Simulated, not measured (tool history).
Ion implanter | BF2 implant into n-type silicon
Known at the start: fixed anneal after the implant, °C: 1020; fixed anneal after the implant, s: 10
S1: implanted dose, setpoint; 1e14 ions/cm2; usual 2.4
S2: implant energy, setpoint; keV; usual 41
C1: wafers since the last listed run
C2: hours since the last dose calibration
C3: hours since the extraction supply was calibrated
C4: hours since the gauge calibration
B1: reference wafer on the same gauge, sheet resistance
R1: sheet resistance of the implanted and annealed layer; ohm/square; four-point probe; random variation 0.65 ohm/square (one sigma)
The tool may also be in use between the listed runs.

| run | day | S1 | S2 | C1 | C2 | C3 | C4 | B1 | R1 |
|---|---|---|---|---|---|---|---|---|---|
| 1 | 0 | 2.4 | 41 | 0 | 438.5 | 3309.9 | 8.6 | 484.68 | 448.54 |
| 2 | 0.683 | 2.4 | 41 | 200 | 454.9 | 3326.3 | 25 | 485 | 448.63 |
| 3 | 1.917 | 2.4 | 41 | 362 | 484.5 | 3355.9 | 54.6 | 485.17 | 447.98 |
| 4 | 2.95 | 2.17 | 50 | 303 | 509.3 | 3380.7 | 79.4 | 485.34 | 475.84 |
| 5 | 4.392 | 2.4 | 41 | 423 | 543.9 | 3415.3 | 114 | 484.92 | 448.01 |
| 6 | 4.983 | 2.4 | 41 | 173 | 558.1 | 3429.5 | 128.2 | 484.87 | 448.32 |
| 7 | 5.625 | 2.4 | 41 | 188 | 573.5 | 3444.9 | 143.6 | 484.7 | 448.92 |
| 8 | 7.108 | 2.77 | 47 | 435 | 609.1 | 3480.5 | 179.2 | 484.94 | 392.69 |
|  | 7.825 | Faraday cup replaced and dose calibrated |
|  | 8.525 | extraction supply calibrated |
| 9 | 8.546 | 2.4 | 41 | 226 | 17.3 | 0.5 | 213.7 | 484.98 | 434.22 |
| 10 | 9.433 | 2.74 | 41 | 260 | 38.6 | 21.8 | 235 | 484.97 | 390.7 |
|  | 10.325 | gauge calibrated |
| 11 | 10.567 | 1.78 | 33 | 333 | 65.8 | 49 | 5.8 | 484.89 | 572.96 |
| 12 | 11.096 | 2.4 | 41 | 155 | 78.5 | 61.7 | 18.5 | 484.8 | 437.94 |
| 13 | 11.992 | 3.01 | 33 | 263 | 100 | 83.2 | 40 | 484.96 | 370.96 |
| 14 | 12.938 | 1.79 | 37 | 278 | 122.7 | 105.9 | 62.7 | 484.83 | 563.77 |

Some steps in R1 between neighbouring runs. How much of each would the tool show without its hidden state too (settings, what came in, random variation), and how much is left for the hidden state, with any gauge scatter that isn't in both results?
The hidden state here: deviation of the true dose from the Faraday cup's reading, %; deviation of the true energy from its setpoint, %; gauge reads high (%).
Run 8 -> 9: S1 2.77 -> 2.4, S2 47 -> 41, Faraday cup replaced and dose calibrated, extraction supply calibrated. R1 +41.53 ohm/square: hidden state -13.1, all else +54.63.
Run 13 -> 14: S1 3.01 -> 1.79, S2 33 -> 37. R1 +192.81 ohm/square: hidden state +3.31, all else +189.5.
